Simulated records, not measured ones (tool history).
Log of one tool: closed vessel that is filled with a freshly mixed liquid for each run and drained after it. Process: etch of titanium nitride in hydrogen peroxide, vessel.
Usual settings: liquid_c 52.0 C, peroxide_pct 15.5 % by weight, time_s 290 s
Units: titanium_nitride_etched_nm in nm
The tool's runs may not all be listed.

run,hour,liquid_c,peroxide_pct,time_s,wafers since the last listed run,hours since the thermometer was replaced,hours since the peroxide flow meter was replaced,hours since the drum of peroxide was connected,hours since the gauge calibration,"read-back film thickness of the titanium nitride reference wafer, read on the same gauge (nm)",titanium_nitride_etched_nm
1,0.0,52.0,15.5,290,0,2127.9,2340.5,377.1,60.7,69.99,7.88
2,46.6,52.0,15.5,290,4348,2174.5,2387.1,423.7,107.3,70.00,7.93
3,95.8,52.0,15.5,290,4591,2223.7,2436.3,472.9,156.5,69.99,7.95
# hour 119.3: new drum of peroxide connected
4,155.7,52.0,15.5,175,5496,2283.6,2496.2,36.4,216.4,70.00,4.70
# hour 176.1: peroxide flow meter replaced
5,213.6,52.0,15.5,175,5309,2341.5,37.5,94.3,274.3,70.00,4.72
6,285.3,52.0,12.5,170,6691,2413.2,109.2,166.0,346.0,70.00,4.33
7,335.6,52.0,15.5,290,4694,2463.5,159.5,216.3,396.3,69.97,7.64
8,469.4,45.0,12.0,290,12486,2597.3,293.3,350.1,530.1,69.98,4.41
9,498.7,52.0,15.5,290,2734,2626.6,322.6,379.4,559.4,70.00,7.71
10,550.9,56.0,15.5,370,4871,2678.8,374.8,431.6,611.6,70.03,13.12
11,613.0,46.5,15.5,230,5795,2740.9,436.9,493.7,673.7,70.00,4.04
# hour 679.0: new drum of peroxide connected
12,684.4,60.5,15.5,290,6569,2812.3,508.3,5.4,745.1,70.00,13.74
# hour 713.4: thermometer replaced
13,734.9,52.0,15.5,290,4619,21.5,558.8,55.9,795.6,70.00,8.46
14,767.2,52.0,15.5,290,3014,53.8,591.1,88.2,827.9,70.03,8.38
15,922.5,55.5,15.5,120,14492,209.1,746.4,243.5,983.2,70.01,4.45
16,1063.4,52.0,17.0,415,13148,350.0,887.3,384.4,1124.1,70.00,11.98
17,1111.2,45.0,14.0,395,4460,397.8,935.1,432.2,1171.9,69.98,6.72
# hour 1182.1: new drum of peroxide connected
18,1182.6,52.0,15.5,290,6569,469.2,1006.5,0.5,1243.3,69.99,8.49
19,1249.2,52.0,15.5,290,6215,535.8,1073.1,67.1,1309.9,70.01,8.33
20,1290.0,55.5,15.5,290,3807,576.6,1113.9,107.9,1350.7,69.98,10.50
21,1343.8,43.5,12.0,235,5020,630.4,1167.7,161.7,1404.5,70.01,3.36
22,1382.0,52.0,15.5,290,3564,668.6,1205.9,199.9,1442.7,70.00,8.29
23,1431.8,45.0,15.5,290,4647,718.4,1255.7,249.7,1492.5,70.01,4.92
24,1502.4,52.0,15.5,290,6588,789.0,1326.3,320.3,1563.1,70.00,8.17
25,1572.1,60.0,15.5,245,6504,858.7,1396.0,390.0,1632.8,70.00,12.06
26,1620.8,47.5,13.5,390,4544,907.4,1444.7,438.7,1681.5,70.00,7.77
27,1667.5,60.0,13.0,360,4358,954.1,1491.4,485.4,1728.2,69.99,17.13
# hour 1668.9: new drum of peroxide connected
28,1733.1,52.0,19.5,215,6028,1019.7,1557.0,64.2,1793.8,70.00,6.41

5 ways to go on from here, each from the tool as it stands after run 28. What would each give?
A,1733.8,52.0,15.5,290,65,1020.4,1557.7,64.9,1794.5,?,?
B,1733.8,43.0,12.0,135,65,1020.4,1557.7,64.9,1794.5,?,?
C,1733.8,57.5,12.0,430,65,1020.4,1557.7,64.9,1794.5,?,?
D,1733.8,42.0,14.0,140,65,1020.4,1557.7,64.9,1794.5,?,?
E,1733.8,45.0,13.0,345,65,1020.4,1557.7,64.9,1794.5,?,?

run,"read-back film thickness of the titanium nitride reference wafer, read on the same gauge (nm)",titanium_nitride_etched_nm
A,69.99,8.03
B,69.99,1.83
C,69.99,16.62
D,69.99,1.81
E,69.99,5.51
Without the tool's hidden state the same runs would have given:
run,titanium_nitride_etched_nm
A,8.41
B,1.92
C,17.39
D,1.90
E,5.79

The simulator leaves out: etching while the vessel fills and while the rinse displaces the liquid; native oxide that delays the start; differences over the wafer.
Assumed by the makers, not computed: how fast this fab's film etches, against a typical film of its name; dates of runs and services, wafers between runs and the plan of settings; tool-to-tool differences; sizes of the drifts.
